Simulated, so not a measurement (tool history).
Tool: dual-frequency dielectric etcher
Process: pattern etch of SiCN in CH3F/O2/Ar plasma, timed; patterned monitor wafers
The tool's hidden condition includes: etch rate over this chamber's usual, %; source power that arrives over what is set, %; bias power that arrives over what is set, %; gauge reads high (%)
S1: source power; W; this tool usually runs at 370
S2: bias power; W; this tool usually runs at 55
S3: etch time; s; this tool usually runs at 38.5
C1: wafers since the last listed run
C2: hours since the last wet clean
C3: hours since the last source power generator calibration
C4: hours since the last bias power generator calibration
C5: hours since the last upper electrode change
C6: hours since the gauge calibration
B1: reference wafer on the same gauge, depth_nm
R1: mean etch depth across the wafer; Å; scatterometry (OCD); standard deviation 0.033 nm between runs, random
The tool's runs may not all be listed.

run    hour   S1  S2    S3    C1     C2      C3      C4      C5      C6     B1     R1
  1     0.0  370  55  38.5     0  404.4  1093.4  2101.2  4108.1   592.3  12.62  125.3
  2    68.5  370  55  38.5  1042  472.9  1161.9  2169.7  4176.6   660.8  12.60  126.0
  3   112.6  370  55  38.5   670  517.0  1206.0  2213.8  4220.7   704.9  12.59  126.1
      157.6  -- wet clean of the chamber
  4   188.4  370  55  38.5   788   30.8  1281.8  2289.6  4296.5   780.7  12.61  124.4
  5   272.6  320  55  38.5  1280  115.0  1366.0  2373.8  4380.7   864.9  12.61  113.9
  6   380.6  320  55  38.5  1642  223.0  1474.0  2481.8  4488.7   972.9  12.59  114.3
  7   441.2  320  55  38.5   921  283.6  1534.6  2542.4  4549.3  1033.5  12.60  114.9
  8   540.5  370  55  38.5  1510  382.9  1633.9  2641.7  4648.6  1132.8  12.60  127.2
      594.2  -- wet clean of the chamber
  9   594.7  370  55  38.5   459    0.5  1688.1  2695.9  4702.8  1187.0  12.58  124.5
      798.9  -- source power generator calibrated
      823.5  -- gauge calibrated
 10   847.3  400  47  31.0  3781  253.1    48.4  2948.5  4955.4    23.8  12.61  101.5
 11   888.6  320  55  38.5   628  294.4    89.7  2989.8  4996.7    65.1  12.60  113.1
 12   988.8  370  55  38.5  1524  394.6   189.9  3090.0  5096.9   165.3  12.61  124.8
     1059.4  -- wet clean of the chamber
 13  1060.6  290  51  30.5   727    1.2   261.7  3161.8  5168.7   237.1  12.61   81.8
     1117.5  -- upper electrode replaced
     1155.8  -- bias power generator calibrated
 14  1166.4  370  55  38.5  1183  107.0   367.5    10.6    48.9   342.9  12.60  123.3
 15  1250.0  440  55  38.5  1271  190.6   451.1    94.2   132.5   426.5  12.59  137.4
 16  1319.9  350  63  32.0  1063  260.5   521.0   164.1   202.4   496.4  12.60  103.8
 17  1375.5  320  55  38.5   845  316.1   576.6   219.7   258.0   552.0  12.61  113.6
 18  1445.6  370  63  38.5  1066  386.2   646.7   289.8   328.1   622.1  12.59  130.2
     1512.7  -- wet clean of the chamber
 19  1524.6  320  42  34.0   836   11.9   725.7   368.8   407.1   701.1  12.60   94.1

Measured less the same run without the tool's hidden state. The same run-to-run variation is in both; the gauge's scatter may not be:
run    R1
  1  +2.4
  2  +2.9
  3  +3.2
  4  +1.3
  5  +1.8
  6  +2.5
  7  +2.9
  8  +4.0
  9  +1.5
 10  +0.9
 11  +1.2
 12  +1.8
 13  +0.2
 14  +1.0
 15  +1.6
 16  +1.5
 17  +2.0
 18  +2.7
 19  +1.0
